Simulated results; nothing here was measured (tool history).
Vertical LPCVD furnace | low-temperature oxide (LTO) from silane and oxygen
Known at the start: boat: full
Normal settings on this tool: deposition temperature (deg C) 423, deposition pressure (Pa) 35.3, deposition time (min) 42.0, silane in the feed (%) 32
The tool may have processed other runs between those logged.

| run | hour | deposition temperature (deg C) | deposition pressure (Pa) | deposition time (min) | silane in the feed (%) | wafers since the last listed run | hours since the last temperature calibration | hours since the pressure gauge was zeroed | hours since the silane flow controller was replaced | hours since the gauge calibration | read-back reference wafer on the same gauge, thickness | film thickness on the monitor wafer in the middle of the boat (nm) |
|---|---|---|---|---|---|---|---|---|---|---|---|---|
| 1 | 0.0 | 423 | 35.3 | 42.0 | 32 | 0 | 1333.8 | 2756.4 | 1769.9 | 463.3 | 528.64 | 457.99 |
| 2 | 13.5 | 423 | 35.3 | 42.0 | 32 | 307 | 1347.3 | 2769.9 | 1783.4 | 476.8 | 528.49 | 457.42 |
| 3 | 25.9 | 423 | 35.3 | 42.0 | 32 | 282 | 1359.7 | 2782.3 | 1795.8 | 489.2 | 528.73 | 459.58 |
| 4 | 42.1 | 423 | 35.3 | 42.0 | 32 | 369 | 1375.9 | 2798.5 | 1812.0 | 505.4 | 529.29 | 457.70 |
| 5 | 54.4 | 423 | 35.3 | 42.0 | 32 | 280 | 1388.2 | 2810.8 | 1824.3 | 517.7 | 529.00 | 459.18 |
| 6 | 61.6 | 423 | 35.3 | 42.0 | 32 | 164 | 1395.4 | 2818.0 | 1831.5 | 524.9 | 528.85 | 459.65 |
| 7 | 74.0 | 423 | 35.3 | 42.0 | 32 | 282 | 1407.8 | 2830.4 | 1843.9 | 537.3 | 528.61 | 459.71 |
| 8 | 84.9 | 423 | 35.3 | 42.0 | 32 | 248 | 1418.7 | 2841.3 | 1854.8 | 548.2 | 529.62 | 457.81 |
| 9 | 97.2 | 423 | 35.3 | 36.5 | 32 | 280 | 1431.0 | 2853.6 | 1867.1 | 560.5 | 528.61 | 399.29 |
|  | 107.4 | gauge calibrated |
| 10 | 107.4 | 423 | 35.3 | 42.0 | 37 | 232 | 1441.2 | 2863.8 | 1877.3 | 0.0 | 529.10 | 553.70 |
|  | 136.6 | thermocouples replaced and temperature profile calibrated |
| 11 | 137.1 | 430 | 28.0 | 56.0 | 26 | 129 | 0.5 | 2893.5 | 1907.0 | 29.7 | 529.31 | 382.61 |
| 12 | 140.9 | 423 | 35.3 | 42.0 | 32 | 86 | 4.3 | 2897.3 | 1910.8 | 33.5 | 529.04 | 455.48 |
| 13 | 144.8 | 423 | 35.3 | 42.0 | 32 | 88 | 8.2 | 2901.2 | 1914.7 | 37.4 | 528.72 | 457.88 |
| 14 | 148.6 | 426 | 38.7 | 33.5 | 34 | 86 | 12.0 | 2905.0 | 1918.5 | 41.2 | 529.26 | 449.15 |
| 15 | 152.4 | 423 | 35.3 | 42.0 | 32 | 86 | 15.8 | 2908.8 | 1922.3 | 45.0 | 529.28 | 456.89 |
| 16 | 167.9 | 415 | 35.3 | 52.0 | 32 | 353 | 31.3 | 2924.3 | 1937.8 | 60.5 | 528.75 | 519.51 |
| 17 | 181.4 | 423 | 35.3 | 42.0 | 32 | 307 | 44.8 | 2937.8 | 1951.3 | 74.0 | 529.04 | 458.40 |
| 18 | 189.0 | 423 | 35.3 | 42.0 | 32 | 173 | 52.4 | 2945.4 | 1958.9 | 81.6 | 529.28 | 457.89 |
| 19 | 199.9 | 423 | 35.3 | 50.5 | 32 | 248 | 63.3 | 2956.3 | 1969.8 | 92.5 | 528.89 | 548.89 |
| 20 | 215.4 | 423 | 35.3 | 42.0 | 32 | 353 | 78.8 | 2971.8 | 1985.3 | 108.0 | 528.94 | 458.67 |
|  | 245.7 | pressure gauge zeroed |
| 21 | 246.2 | 433 | 35.3 | 49.5 | 32 | 155 | 109.6 | 0.5 | 2016.1 | 138.8 | 529.14 | 630.94 |
| 22 | 250.0 | 412 | 30.0 | 58.0 | 36 | 86 | 113.4 | 4.3 | 2019.9 | 142.6 | 528.83 | 586.27 |
|  | 275.5 | silane flow controller replaced |
| 23 | 276.0 | 429 | 35.3 | 42.0 | 32 | 45 | 139.4 | 30.3 | 0.5 | 168.6 | 528.86 | 513.87 |
| 24 | 279.9 | 427 | 41.3 | 53.0 | 35 | 88 | 143.3 | 34.2 | 4.4 | 172.5 | 528.92 | 833.50 |
| 25 | 283.7 | 423 | 35.3 | 32.5 | 32 | 86 | 147.1 | 38.0 | 8.2 | 176.3 | 529.09 | 373.81 |
| 26 | 288.1 | 423 | 35.3 | 58.0 | 32 | 100 | 151.5 | 42.4 | 12.6 | 180.7 | 528.86 | 665.57 |
| 27 | 297.0 | 418 | 35.3 | 42.0 | 32 | 202 | 160.4 | 51.3 | 21.5 | 189.6 | 528.79 | 455.60 |
| 28 | 314.7 | 423 | 35.3 | 42.0 | 34 | 403 | 178.1 | 69.0 | 39.2 | 207.3 | 528.88 | 521.16 |
| 29 | 332.3 | 423 | 35.3 | 42.0 | 32 | 401 | 195.7 | 86.6 | 56.8 | 224.9 | 529.36 | 479.95 |

What will run 30 give?
| 30 | 343.0 | 412 | 31.3 | 54.5 | 29 | 243 | 206.4 | 97.3 | 67.5 | 235.6 | ? | ? |

Run 30 gave read-back reference wafer on the same gauge, thickness 528.31, film thickness on the monitor wafer in the middle of the boat (nm) 426.07.
With no hidden state in the tool, this same run would have given film thickness on the monitor wafer in the middle of the boat (nm) 427.20.
